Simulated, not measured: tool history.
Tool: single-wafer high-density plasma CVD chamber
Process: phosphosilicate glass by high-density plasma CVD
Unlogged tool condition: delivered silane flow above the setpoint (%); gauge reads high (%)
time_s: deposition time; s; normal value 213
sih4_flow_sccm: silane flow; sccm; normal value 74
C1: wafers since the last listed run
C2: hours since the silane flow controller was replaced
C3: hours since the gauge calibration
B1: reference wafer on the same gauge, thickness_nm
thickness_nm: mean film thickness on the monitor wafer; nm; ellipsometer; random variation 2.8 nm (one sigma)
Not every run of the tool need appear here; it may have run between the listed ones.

{"run": 1, "hour": 0.0, "time_s": 213, "sih4_flow_sccm": 81, "C1": 0, "C2": 4586.6, "C3": 11.8, "B1": 2061.605, "thickness_nm": 2038.715}
{"run": 2, "hour": 10.0, "time_s": 213, "sih4_flow_sccm": 81, "C1": 93, "C2": 4596.6, "C3": 21.8, "B1": 2059.265, "thickness_nm": 2031.77}
{"run": 3, "hour": 24.7, "time_s": 189, "sih4_flow_sccm": 74, "C1": 137, "C2": 4611.3, "C3": 36.5, "B1": 2060.329, "thickness_nm": 1649.284}
{"run": 4, "hour": 40.8, "time_s": 189, "sih4_flow_sccm": 74, "C1": 150, "C2": 4627.4, "C3": 52.6, "B1": 2058.489, "thickness_nm": 1652.093}
{"run": 5, "hour": 48.0, "time_s": 227, "sih4_flow_sccm": 74, "C1": 67, "C2": 4634.6, "C3": 59.8, "B1": 2057.291, "thickness_nm": 1978.891}
{"run": 6, "hour": 61.8, "time_s": 227, "sih4_flow_sccm": 74, "C1": 128, "C2": 4648.4, "C3": 73.6, "B1": 2056.24, "thickness_nm": 1974.692}
{"hour": 83.1, "done": "silane flow controller replaced"}
{"run": 7, "hour": 83.6, "time_s": 213, "sih4_flow_sccm": 74, "C1": 128, "C2": 0.5, "C3": 95.4, "B1": 2055.49, "thickness_nm": 1858.514}
{"run": 8, "hour": 85.9, "time_s": 213, "sih4_flow_sccm": 74, "C1": 21, "C2": 2.8, "C3": 97.7, "B1": 2053.943, "thickness_nm": 1856.485}
{"run": 9, "hour": 100.4, "time_s": 200, "sih4_flow_sccm": 67, "C1": 135, "C2": 17.3, "C3": 112.2, "B1": 2052.337, "thickness_nm": 1576.059}
{"run": 10, "hour": 110.1, "time_s": 213, "sih4_flow_sccm": 74, "C1": 90, "C2": 27.0, "C3": 121.9, "B1": 2050.406, "thickness_nm": 1851.139}
{"run": 11, "hour": 116.6, "time_s": 213, "sih4_flow_sccm": 88, "C1": 60, "C2": 33.5, "C3": 128.4, "B1": 2049.153, "thickness_nm": 2202.2}
{"hour": 119.4, "done": "gauge calibrated"}
{"run": 12, "hour": 128.1, "time_s": 247, "sih4_flow_sccm": 61, "C1": 107, "C2": 45.0, "C3": 8.7, "B1": 2061.155, "thickness_nm": 1781.541}
{"run": 13, "hour": 150.1, "time_s": 230, "sih4_flow_sccm": 70, "C1": 205, "C2": 67.0, "C3": 30.7, "B1": 2059.71, "thickness_nm": 1901.034}
{"run": 14, "hour": 161.4, "time_s": 244, "sih4_flow_sccm": 69, "C1": 105, "C2": 78.3, "C3": 42.0, "B1": 2058.91, "thickness_nm": 1983.427}
{"run": 15, "hour": 169.8, "time_s": 213, "sih4_flow_sccm": 74, "C1": 78, "C2": 86.7, "C3": 50.4, "B1": 2058.457, "thickness_nm": 1860.728}
{"run": 16, "hour": 180.8, "time_s": 251, "sih4_flow_sccm": 78, "C1": 102, "C2": 97.7, "C3": 61.4, "B1": 2059.08, "thickness_nm": 2315.121}
{"run": 17, "hour": 189.6, "time_s": 213, "sih4_flow_sccm": 74, "C1": 82, "C2": 106.5, "C3": 70.2, "B1": 2058.236, "thickness_nm": 1861.805}

Some steps in thickness_nm between neighbouring runs. How much of each would the tool show without its hidden state too (settings, what came in, random variation), and how much is left for the hidden state, with any gauge scatter that isn't in both results?
Run 11 -> 12: time_s 213 -> 247, sih4_flow_sccm 88 -> 61, gauge calibrated. thickness_nm -420.659 nm: hidden state +12.263, all else -432.922.
Run 15 -> 16: time_s 213 -> 251, sih4_flow_sccm 74 -> 78. thickness_nm +454.393 nm: hidden state -1.125, all else +455.518.
